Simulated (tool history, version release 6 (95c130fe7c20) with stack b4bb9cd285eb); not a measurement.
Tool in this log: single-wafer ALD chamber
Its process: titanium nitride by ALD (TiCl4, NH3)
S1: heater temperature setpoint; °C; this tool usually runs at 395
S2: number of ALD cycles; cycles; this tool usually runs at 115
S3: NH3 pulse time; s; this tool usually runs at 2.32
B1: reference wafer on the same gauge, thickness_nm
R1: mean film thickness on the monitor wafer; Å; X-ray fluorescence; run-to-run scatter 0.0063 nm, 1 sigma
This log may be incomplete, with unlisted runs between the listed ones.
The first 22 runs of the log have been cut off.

{"run": 23, "hour": 538.7, "S1": 405, "S2": 122, "S3": 2.95, "B1": 2.809, "R1": 26.76}
{"run": 24, "hour": 574.2, "S1": 406, "S2": 126, "S3": 2.32, "B1": 2.808, "R1": 27.45}
{"run": 25, "hour": 596.5, "S1": 405, "S2": 134, "S3": 2.32, "B1": 2.805, "R1": 29.09}
{"run": 26, "hour": 630.6, "S1": 385, "S2": 102, "S3": 3.04, "B1": 2.804, "R1": 22.14}
{"run": 27, "hour": 654.2, "S1": 401, "S2": 115, "S3": 1.99, "B1": 2.8, "R1": 24.9}
{"run": 28, "hour": 667.2, "S1": 382, "S2": 136, "S3": 3.24, "B1": 2.8, "R1": 29.6}
{"run": 29, "hour": 684.2, "S1": 380, "S2": 109, "S3": 3.19, "B1": 2.798, "R1": 23.55}
{"run": 30, "hour": 697.5, "S1": 401, "S2": 115, "S3": 3.14, "B1": 2.799, "R1": 25.19}
{"run": 31, "hour": 710.5, "S1": 388, "S2": 106, "S3": 2.6, "B1": 2.796, "R1": 22.83}
{"run": 32, "hour": 738.9, "S1": 395, "S2": 115, "S3": 1.71, "B1": 2.791, "R1": 24.7}
{"run": 33, "hour": 753.9, "S1": 383, "S2": 109, "S3": 2.32, "B1": 2.79, "R1": 23.27}

Here are 5 independent what-if runs from the current tool condition. What would each one return?
{"run": "A", "hour": 754.6, "S1": 395, "S2": 115, "S3": 2.32, "B1": "?", "R1": "?"}
{"run": "B", "hour": 754.6, "S1": 408, "S2": 126, "S3": 2.32, "B1": "?", "R1": "?"}
{"run": "C", "hour": 754.6, "S1": 386, "S2": 115, "S3": 2.72, "B1": "?", "R1": "?"}
{"run": "D", "hour": 754.6, "S1": 391, "S2": 115, "S3": 3.03, "B1": "?", "R1": "?"}
{"run": "E", "hour": 754.6, "S1": 381, "S2": 126, "S3": 1.75, "B1": "?", "R1": "?"}

run=A B1=2.792 R1=24.74
run=B B1=2.792 R1=27.26
run=C B1=2.792 R1=24.71
run=D B1=2.792 R1=24.87
run=E B1=2.792 R1=26.57
What these runs would have given with no unlogged condition in the tool:
run=A R1=24.99
run=B R1=27.54
run=C R1=24.97
run=D R1=25.13
run=E R1=26.84
